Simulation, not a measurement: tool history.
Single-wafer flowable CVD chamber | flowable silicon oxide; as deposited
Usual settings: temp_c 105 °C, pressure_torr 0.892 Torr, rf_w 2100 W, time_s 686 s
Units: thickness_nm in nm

run     day  temp_c  pressure_torr  rf_w  time_s  wafers since the last listed run  hours since the last thermocouple change  hours since the last RF generator calibration  hours since the last manometer calibration  hours since the showerhead was replaced  hours since the gauge calibration  read-back reference wafer on the same gauge, thickness_nm  thickness_nm
  1       0     105          0.892  1835     625                                 0                                     638.3                                         1231.7                                      1031.1                                    978.4                             1067.8                                                    426.866       320.779
  2     2.2     105          0.892  1835     625                               168                                     691.1                                         1284.5                                      1083.9                                   1031.2                             1120.6                                                    426.713       318.428
  3   5.292     105          0.892  2100     582                               237                                     765.3                                         1358.7                                      1158.1                                   1105.4                             1194.8                                                    426.449       316.662
  4   9.742     105          0.892  2100     582                               341                                     872.1                                         1465.5                                      1264.9                                   1212.2                             1301.6                                                    426.935       315.955
  5  11.733     105          0.892  2100     582                               152                                     919.9                                         1513.3                                      1312.7                                     1260                             1349.4                                                    427.176       315.105
  6  16.179     105          0.814  1865     686                               341                                    1026.6                                           1620                                      1419.4                                   1366.7                             1456.1                                                    426.979       319.047
  7  19.396     105          0.814  1865     686                               246                                    1103.8                                         1697.2                                      1496.6                                   1443.9                             1533.3                                                    427.284       319.408
  8  23.488     105          0.892  2100     686                               314                                      1202                                         1795.4                                      1594.8                                   1542.1                             1631.5                                                    427.187       370.609
  9  27.946     105          0.892  2100     686                               342                                      1309                                         1902.4                                      1701.8                                   1649.1                             1738.5                                                      427.1       368.895
     30.562  -- thermocouple changed; heater temperature recalibrated
 10   30.95     105          0.892  2100     719                               205                                       9.3                                         1974.5                                      1773.9                                   1721.2                             1810.6                                                    427.323       387.574
     34.783  -- RF generator calibrated
 11  41.154     105          0.892  2100     719                               757                                     254.2                                          152.9                                      2018.8                                   1966.1                             2055.5                                                    427.241        393.42
 12  53.758     105          0.892  2100     686                               967                                     556.7                                          455.4                                      2321.3                                   2268.6                               2358                                                    427.198       375.021
      57.35  -- capacitance manometer re-zeroed and calibrated
 13  57.371     105          0.892  2100     686                               251                                     643.4                                          542.1                                         0.5                                   2355.3                             2444.7                                                    426.861       378.782
 14  60.821      98          0.892  2100     686                               264                                     726.2                                          624.9                                        83.3                                   2438.1                             2527.5                                                    427.109       493.068
 15  62.808     115          1.037  1900     798                               152                                     773.9                                          672.6                                         131                                   2485.8                             2575.2                                                    427.258       340.359
     65.338  -- gauge calibrated
 16  66.033     112          0.892  2390     686                               247                                     851.3                                            750                                       208.4                                   2563.2                               16.7                                                    426.625       301.406
 17  70.008     105          0.892  2100     686                               305                                     946.7                                          845.4                                       303.8                                   2658.6                              112.1                                                    426.675       375.751
 18  73.571     109          0.766  2470     794                               273                                    1032.2                                          930.9                                       389.3                                   2744.1                              197.6                                                    426.858       335.085
     75.042  -- showerhead replaced
 19  78.025     110          0.892  1820     634                               316                                    1139.1                                         1037.8                                       496.2                                     71.6                              304.5                                                    426.874       268.889
 20  82.467     105          0.892  2100     719                               340                                    1245.7                                         1144.4                                       602.8                                    178.2                              411.1                                                    426.769        391.24
     85.367  -- thermocouple changed; heater temperature recalibrated
 21  86.675     105          0.892  2450     686                               297                                      31.4                                         1245.4                                       703.8                                    279.2                              512.1                                                    426.906       388.768
 22  90.312     116          1.107  2395     615                               279                                     118.7                                         1332.7                                       791.1                                    366.5                              599.4                                                    426.873       289.327
 23    92.3      94          0.892  2100     567                               152                                     166.4                                         1380.4                                       838.8                                    414.2                              647.1                                                     427.14       469.505
 24  95.133      97          0.995  1875     686                               217                                     234.4                                         1448.4                                       906.8                                    482.2                              715.1                                                    426.936       535.428
 25  96.992     116          0.951  2100     785                               142                                       279                                           1493                                       951.4                                    526.8                              759.7                                                    427.171       303.704
 26  99.329     113          0.757  1685     766                               179                                     335.1                                         1549.1                                      1007.5                                    582.9                              815.8                                                    427.057       231.024

How the hidden state differs across the entries between the runs, from the last listed run before each to the first after it:
Between runs 9 and 10: thermocouple changed; heater temperature recalibrated (day 30.562)
  delivered RF power above the setpoint (%): -7.12 -> -7.36; true pressure above the setpoint (%): -0.977 -> -1.03
  measured less the result without the state, thickness_nm: -13.538 -> -14.858 nm
Between runs 10 and 11: RF generator calibrated (day 34.783)
  delivered RF power above the setpoint (%): -7.36 -> -1.02; true pressure above the setpoint (%): -1.03 -> -1.21
  measured less the result without the state, thickness_nm: -14.858 -> -6.043 nm
Between runs 12 and 13: capacitance manometer re-zeroed and calibrated (day 57.35)
  delivered RF power above the setpoint (%): -2.06 -> -2.35; true pressure above the setpoint (%): -1.44 -> -0.17
  measured less the result without the state, thickness_nm: -7.894 -> -3.497 nm
Between runs 15 and 16: gauge calibrated (day 65.338)
  delivered RF power above the setpoint (%): -2.8 -> -3.07; true pressure above the setpoint (%): -0.267 -> -0.325
  measured less the result without the state, thickness_nm: -5.405 -> -3.281 nm
Between runs 18 and 19: showerhead replaced (day 75.042)
  delivered RF power above the setpoint (%): -3.69 -> -4.06; true pressure above the setpoint (%): -0.46 -> -0.54
  measured less the result without the state, thickness_nm: -4.022 -> -6.872 nm
Between runs 20 and 21: thermocouple changed; heater temperature recalibrated (day 85.367)
  delivered RF power above the setpoint (%): -4.42 -> -4.77; true pressure above the setpoint (%): -0.62 -> -0.695
  measured less the result without the state, thickness_nm: -8.485 -> -6.797 nm
